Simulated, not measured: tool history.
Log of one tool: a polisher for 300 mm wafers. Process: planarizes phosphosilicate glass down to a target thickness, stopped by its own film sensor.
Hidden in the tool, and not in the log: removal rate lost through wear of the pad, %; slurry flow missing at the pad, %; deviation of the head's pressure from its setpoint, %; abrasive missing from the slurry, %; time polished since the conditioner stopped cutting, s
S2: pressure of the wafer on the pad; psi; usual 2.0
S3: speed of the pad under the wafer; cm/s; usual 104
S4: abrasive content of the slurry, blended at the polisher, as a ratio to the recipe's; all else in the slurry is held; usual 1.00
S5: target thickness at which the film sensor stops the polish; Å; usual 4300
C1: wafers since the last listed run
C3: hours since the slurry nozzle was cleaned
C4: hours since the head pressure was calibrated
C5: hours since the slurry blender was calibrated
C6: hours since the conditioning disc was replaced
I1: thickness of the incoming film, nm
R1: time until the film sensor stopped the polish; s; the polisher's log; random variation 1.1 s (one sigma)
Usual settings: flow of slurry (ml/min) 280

run 1 hour=0.0 | flow_of_slurry_(ml/min)=280 S2=2.0 S3=104 S4=1.00 S5=4300 | C1=0 wafers_polished_on_this_pad=939 C3=189.4 C4=1100.4 C5=270.1 C6=169.5 | I1=1008.6 | R1=97.1
-- hour=13.9 conditioning disc replaced and pad reconditioned
run 2 hour=19.0 | flow_of_slurry_(ml/min)=280 S2=2.0 S3=104 S4=1.00 S5=4300 | C1=99 wafers_polished_on_this_pad=1038 C3=208.4 C4=1119.4 C5=289.1 C6=5.1 | I1=983.6 | R1=92.9
-- hour=25.8 slurry blender recalibrated
-- hour=35.9 worn pad replaced by a new one
run 3 hour=36.4 | flow_of_slurry_(ml/min)=280 S2=2.0 S3=104 S4=1.00 S5=4300 | C1=66 wafers_polished_on_this_pad=3 C3=225.8 C4=1136.8 C5=10.6 C6=22.5 | I1=1016.4 | R1=104.1
run 4 hour=57.4 | flow_of_slurry_(ml/min)=280 S2=2.0 S3=104 S4=1.00 S5=4300 | C1=123 wafers_polished_on_this_pad=126 C3=246.8 C4=1157.8 C5=31.6 C6=43.5 | I1=1014.2 | R1=106.6
-- hour=85.7 slurry nozzle cleaned
run 5 hour=92.7 | flow_of_slurry_(ml/min)=280 S2=2.0 S3=104 S4=1.00 S5=4830 | C1=201 wafers_polished_on_this_pad=328 C3=7.0 C4=1193.1 C5=66.9 C6=78.8 | I1=1010.7 | R1=97.7
run 6 hour=123.7 | flow_of_slurry_(ml/min)=280 S2=2.0 S3=104 S4=1.00 S5=4830 | C1=182 wafers_polished_on_this_pad=510 C3=38.0 C4=1224.1 C5=97.9 C6=109.8 | I1=995.7 | R1=94.8
run 7 hour=148.0 | flow_of_slurry_(ml/min)=280 S2=2.0 S3=104 S4=1.00 S5=4830 | C1=142 wafers_polished_on_this_pad=652 C3=62.3 C4=1248.4 C5=122.2 C6=134.1 | I1=1004.0 | R1=98.7
run 8 hour=171.7 | flow_of_slurry_(ml/min)=280 S2=2.2 S3=104 S4=1.00 S5=5310 | C1=139 wafers_polished_on_this_pad=792 C3=86.0 C4=1272.1 C5=145.9 C6=157.8 | I1=1002.2 | R1=81.4
-- hour=190.0 worn pad replaced by a new one, repeated, since the last time left the tool worse
-- hour=197.8 head pressure recalibrated
-- hour=200.0 conditioning disc replaced and pad reconditioned
run 9 hour=206.5 | flow_of_slurry_(ml/min)=280 S2=2.2 S3=104 S4=1.00 S5=5310 | C1=157 wafers_polished_on_this_pad=73 C3=120.8 C4=8.7 C5=180.7 C6=6.5 | I1=976.6 | R1=64.1
run 10 hour=240.1 | flow_of_slurry_(ml/min)=280 S2=1.5 S3=104 S4=0.80 S5=4300 | C1=197 wafers_polished_on_this_pad=270 C3=154.4 C4=42.3 C5=214.3 C6=40.1 | I1=1009.2 | R1=136.5
run 11 hour=262.6 | flow_of_slurry_(ml/min)=280 S2=1.6 S3=124 S4=1.25 S5=4830 | C1=132 wafers_polished_on_this_pad=402 C3=176.9 C4=64.8 C5=236.8 C6=62.6 | I1=1014.3 | R1=94.4
run 12 hour=284.4 | flow_of_slurry_(ml/min)=215 S2=2.3 S3=86 S4=1.15 S5=4300 | C1=128 wafers_polished_on_this_pad=530 C3=198.7 C4=86.6 C5=258.6 C6=84.4 | I1=991.5 | R1=87.5
run 13 hour=317.3 | flow_of_slurry_(ml/min)=345 S2=2.0 S3=104 S4=1.00 S5=4300 | C1=193 wafers_polished_on_this_pad=724 C3=231.6 C4=119.5 C5=291.5 C6=117.3 | I1=1001.7 | R1=94.9
run 14 hour=336.6 | flow_of_slurry_(ml/min)=200 S2=2.4 S3=88 S4=1.00 S5=4300 | C1=113 wafers_polished_on_this_pad=837 C3=250.9 C4=138.8 C5=310.8 C6=136.6 | I1=998.7 | R1=90.5
-- hour=348.7 worn pad replaced by a new one
-- hour=349.4 slurry blender recalibrated
run 15 hour=353.9 | flow_of_slurry_(ml/min)=280 S2=2.0 S3=104 S4=1.20 S5=3120 | C1=74 wafers_polished_on_this_pad=26 C3=268.2 C4=156.1 C5=4.5 C6=153.9 | I1=1002.3 | R1=101.4
run 16 hour=381.8 | flow_of_slurry_(ml/min)=280 S2=2.0 S3=104 S4=1.00 S5=4300 | C1=163 wafers_polished_on_this_pad=190 C3=296.1 C4=184.0 C5=32.4 C6=181.8 | I1=991.0 | R1=92.0
-- hour=392.2 conditioning disc replaced and pad reconditioned
run 17 hour=410.2 | flow_of_slurry_(ml/min)=280 S2=1.3 S3=104 S4=1.00 S5=4300 | C1=155 wafers_polished_on_this_pad=345 C3=324.5 C4=212.4 C5=60.8 C6=18.0 | I1=1018.6 | R1=148.7
-- hour=416.3 slurry nozzle cleaned
run 18 hour=430.2 | flow_of_slurry_(ml/min)=280 S2=2.0 S3=104 S4=1.00 S5=4300 | C1=111 wafers_polished_on_this_pad=457 C3=13.9 C4=232.4 C5=80.8 C6=38.0 | I1=1007.6 | R1=96.1
run 19 hour=460.1 | flow_of_slurry_(ml/min)=280 S2=1.5 S3=104 S4=0.90 S5=2510 | C1=175 wafers_polished_on_this_pad=633 C3=43.8 C4=262.3 C5=110.7 C6=67.9 | I1=995.4 | R1=173.8
run 20 hour=485.6 | flow_of_slurry_(ml/min)=280 S2=2.0 S3=104 S4=0.85 S5=2560 | C1=149 wafers_polished_on_this_pad=782 C3=69.3 C4=287.8 C5=136.2 C6=93.4 | I1=1015.4 | R1=138.5
run 21 hour=499.8 | flow_of_slurry_(ml/min)=280 S2=2.4 S3=80 S4=1.00 S5=4300 | C1=83 wafers_polished_on_this_pad=866 C3=83.5 C4=302.0 C5=150.4 C6=107.6 | I1=1002.6 | R1=93.8

Forecast run 22:
-- hour=520.8 worn pad replaced by a new one
-- hour=550.5 conditioning disc replaced and pad reconditioned
run 22 hour=583.2 | flow_of_slurry_(ml/min)=280 S2=2.0 S3=104 S4=0.80 S5=4300 | C1=454 wafers_polished_on_this_pad=354 C3=166.9 C4=385.4 C5=233.8 C6=32.7 | I1=1011.5 | R1=?

R1: 101.2 s
Without the tool's hidden state the same run would have given R1 96.1 s.
